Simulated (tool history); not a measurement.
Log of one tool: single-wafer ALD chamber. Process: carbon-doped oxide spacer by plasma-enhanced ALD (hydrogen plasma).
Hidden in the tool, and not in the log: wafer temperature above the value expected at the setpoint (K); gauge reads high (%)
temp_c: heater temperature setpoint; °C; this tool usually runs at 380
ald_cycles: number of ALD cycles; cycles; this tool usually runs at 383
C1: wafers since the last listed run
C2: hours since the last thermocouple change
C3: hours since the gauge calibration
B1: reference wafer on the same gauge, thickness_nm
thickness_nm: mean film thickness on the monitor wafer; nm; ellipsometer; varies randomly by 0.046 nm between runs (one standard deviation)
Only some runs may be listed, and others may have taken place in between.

{"run": 1, "hour": 0.0, "temp_c": 380, "ald_cycles": 383, "C1": 0, "C2": 964.5, "C3": 264.0, "B1": 14.915, "thickness_nm": 18.52}
{"run": 2, "hour": 7.8, "temp_c": 380, "ald_cycles": 383, "C1": 10, "C2": 972.3, "C3": 271.8, "B1": 14.915, "thickness_nm": 18.471}
{"run": 3, "hour": 17.9, "temp_c": 380, "ald_cycles": 383, "C1": 13, "C2": 982.4, "C3": 281.9, "B1": 14.919, "thickness_nm": 18.543}
{"run": 4, "hour": 32.1, "temp_c": 380, "ald_cycles": 383, "C1": 18, "C2": 996.6, "C3": 296.1, "B1": 14.93, "thickness_nm": 18.582}
{"run": 5, "hour": 48.7, "temp_c": 380, "ald_cycles": 383, "C1": 21, "C2": 1013.2, "C3": 312.7, "B1": 14.928, "thickness_nm": 18.585}
{"run": 6, "hour": 65.6, "temp_c": 380, "ald_cycles": 383, "C1": 21, "C2": 1030.1, "C3": 329.6, "B1": 14.935, "thickness_nm": 18.581}
{"run": 7, "hour": 76.9, "temp_c": 380, "ald_cycles": 383, "C1": 14, "C2": 1041.4, "C3": 340.9, "B1": 14.912, "thickness_nm": 18.518}
{"run": 8, "hour": 92.7, "temp_c": 380, "ald_cycles": 383, "C1": 20, "C2": 1057.2, "C3": 356.7, "B1": 14.937, "thickness_nm": 18.589}
{"run": 9, "hour": 105.6, "temp_c": 380, "ald_cycles": 383, "C1": 16, "C2": 1070.1, "C3": 369.6, "B1": 14.935, "thickness_nm": 18.508}
{"run": 10, "hour": 119.2, "temp_c": 380, "ald_cycles": 383, "C1": 17, "C2": 1083.7, "C3": 383.2, "B1": 14.942, "thickness_nm": 18.525}
{"run": 11, "hour": 126.0, "temp_c": 380, "ald_cycles": 383, "C1": 8, "C2": 1090.5, "C3": 390.0, "B1": 14.932, "thickness_nm": 18.605}
{"run": 12, "hour": 135.3, "temp_c": 380, "ald_cycles": 383, "C1": 11, "C2": 1099.8, "C3": 399.3, "B1": 14.946, "thickness_nm": 18.584}
{"run": 13, "hour": 146.7, "temp_c": 380, "ald_cycles": 328, "C1": 14, "C2": 1111.2, "C3": 410.7, "B1": 14.939, "thickness_nm": 15.825}
{"run": 14, "hour": 160.7, "temp_c": 380, "ald_cycles": 328, "C1": 18, "C2": 1125.2, "C3": 424.7, "B1": 14.938, "thickness_nm": 15.911}
{"run": 15, "hour": 174.5, "temp_c": 380, "ald_cycles": 328, "C1": 17, "C2": 1139.0, "C3": 438.5, "B1": 14.93, "thickness_nm": 15.929}
{"run": 16, "hour": 182.8, "temp_c": 380, "ald_cycles": 383, "C1": 10, "C2": 1147.3, "C3": 446.8, "B1": 14.947, "thickness_nm": 18.569}
{"run": 17, "hour": 189.1, "temp_c": 376, "ald_cycles": 383, "C1": 8, "C2": 1153.6, "C3": 453.1, "B1": 14.953, "thickness_nm": 18.627}
{"hour": 191.1, "done": "gauge calibrated"}
{"run": 18, "hour": 197.9, "temp_c": 376, "ald_cycles": 383, "C1": 11, "C2": 1162.4, "C3": 6.8, "B1": 14.708, "thickness_nm": 18.31}
{"run": 19, "hour": 215.4, "temp_c": 380, "ald_cycles": 383, "C1": 22, "C2": 1179.9, "C3": 24.3, "B1": 14.737, "thickness_nm": 18.341}
{"run": 20, "hour": 232.0, "temp_c": 380, "ald_cycles": 383, "C1": 21, "C2": 1196.5, "C3": 40.9, "B1": 14.778, "thickness_nm": 18.316}
{"run": 21, "hour": 243.0, "temp_c": 376, "ald_cycles": 383, "C1": 14, "C2": 1207.5, "C3": 51.9, "B1": 14.77, "thickness_nm": 18.353}
{"run": 22, "hour": 255.7, "temp_c": 380, "ald_cycles": 347, "C1": 16, "C2": 1220.2, "C3": 64.6, "B1": 14.776, "thickness_nm": 16.654}
{"hour": 270.8, "done": "thermocouple changed; heater temperature recalibrated"}
{"run": 23, "hour": 271.3, "temp_c": 374, "ald_cycles": 415, "C1": 9, "C2": 0.5, "C3": 80.2, "B1": 14.805, "thickness_nm": 19.898}
{"run": 24, "hour": 285.2, "temp_c": 380, "ald_cycles": 383, "C1": 17, "C2": 14.4, "C3": 94.1, "B1": 14.811, "thickness_nm": 18.371}
{"run": 25, "hour": 298.2, "temp_c": 368, "ald_cycles": 436, "C1": 16, "C2": 27.4, "C3": 107.1, "B1": 14.821, "thickness_nm": 20.927}
{"run": 26, "hour": 307.5, "temp_c": 368, "ald_cycles": 337, "C1": 11, "C2": 36.7, "C3": 116.4, "B1": 14.844, "thickness_nm": 16.161}
{"run": 27, "hour": 322.5, "temp_c": 380, "ald_cycles": 383, "C1": 19, "C2": 51.7, "C3": 131.4, "B1": 14.855, "thickness_nm": 18.449}
{"run": 28, "hour": 333.0, "temp_c": 393, "ald_cycles": 347, "C1": 13, "C2": 62.2, "C3": 141.9, "B1": 14.858, "thickness_nm": 16.804}
{"run": 29, "hour": 340.2, "temp_c": 373, "ald_cycles": 345, "C1": 9, "C2": 69.4, "C3": 149.1, "B1": 14.86, "thickness_nm": 16.585}
{"run": 30, "hour": 346.2, "temp_c": 380, "ald_cycles": 383, "C1": 7, "C2": 75.4, "C3": 155.1, "B1": 14.885, "thickness_nm": 18.405}
{"run": 31, "hour": 353.1, "temp_c": 374, "ald_cycles": 439, "C1": 8, "C2": 82.3, "C3": 162.0, "B1": 14.882, "thickness_nm": 21.215}
{"run": 32, "hour": 359.6, "temp_c": 367, "ald_cycles": 312, "C1": 8, "C2": 88.8, "C3": 168.5, "B1": 14.853, "thickness_nm": 15.063}
{"run": 33, "hour": 366.6, "temp_c": 380, "ald_cycles": 383, "C1": 9, "C2": 95.8, "C3": 175.5, "B1": 14.876, "thickness_nm": 18.454}
{"run": 34, "hour": 375.9, "temp_c": 380, "ald_cycles": 311, "C1": 11, "C2": 105.1, "C3": 184.8, "B1": 14.879, "thickness_nm": 14.994}
{"run": 35, "hour": 382.9, "temp_c": 380, "ald_cycles": 417, "C1": 9, "C2": 112.1, "C3": 191.8, "B1": 14.903, "thickness_nm": 20.095}
{"run": 36, "hour": 389.6, "temp_c": 368, "ald_cycles": 429, "C1": 8, "C2": 118.8, "C3": 198.5, "B1": 14.88, "thickness_nm": 20.772}

Forecast each of these 3 alternatives for the next run:
{"run": "A", "hour": 390.6, "temp_c": 380, "ald_cycles": 431, "C1": 1, "C2": 119.8, "C3": 199.5, "B1": "?", "thickness_nm": "?"}
{"run": "B", "hour": 390.6, "temp_c": 390, "ald_cycles": 347, "C1": 1, "C2": 119.8, "C3": 199.5, "B1": "?", "thickness_nm": "?"}
{"run": "C", "hour": 390.6, "temp_c": 366, "ald_cycles": 383, "C1": 1, "C2": 119.8, "C3": 199.5, "B1": "?", "thickness_nm": "?"}

run=A B1=14.887 thickness_nm=20.781
run=B B1=14.887 thickness_nm=16.731
run=C B1=14.887 thickness_nm=18.467
With no hidden state in the tool, these same runs would have given:
run=A thickness_nm=20.518
run=B thickness_nm=16.519
run=C thickness_nm=18.233
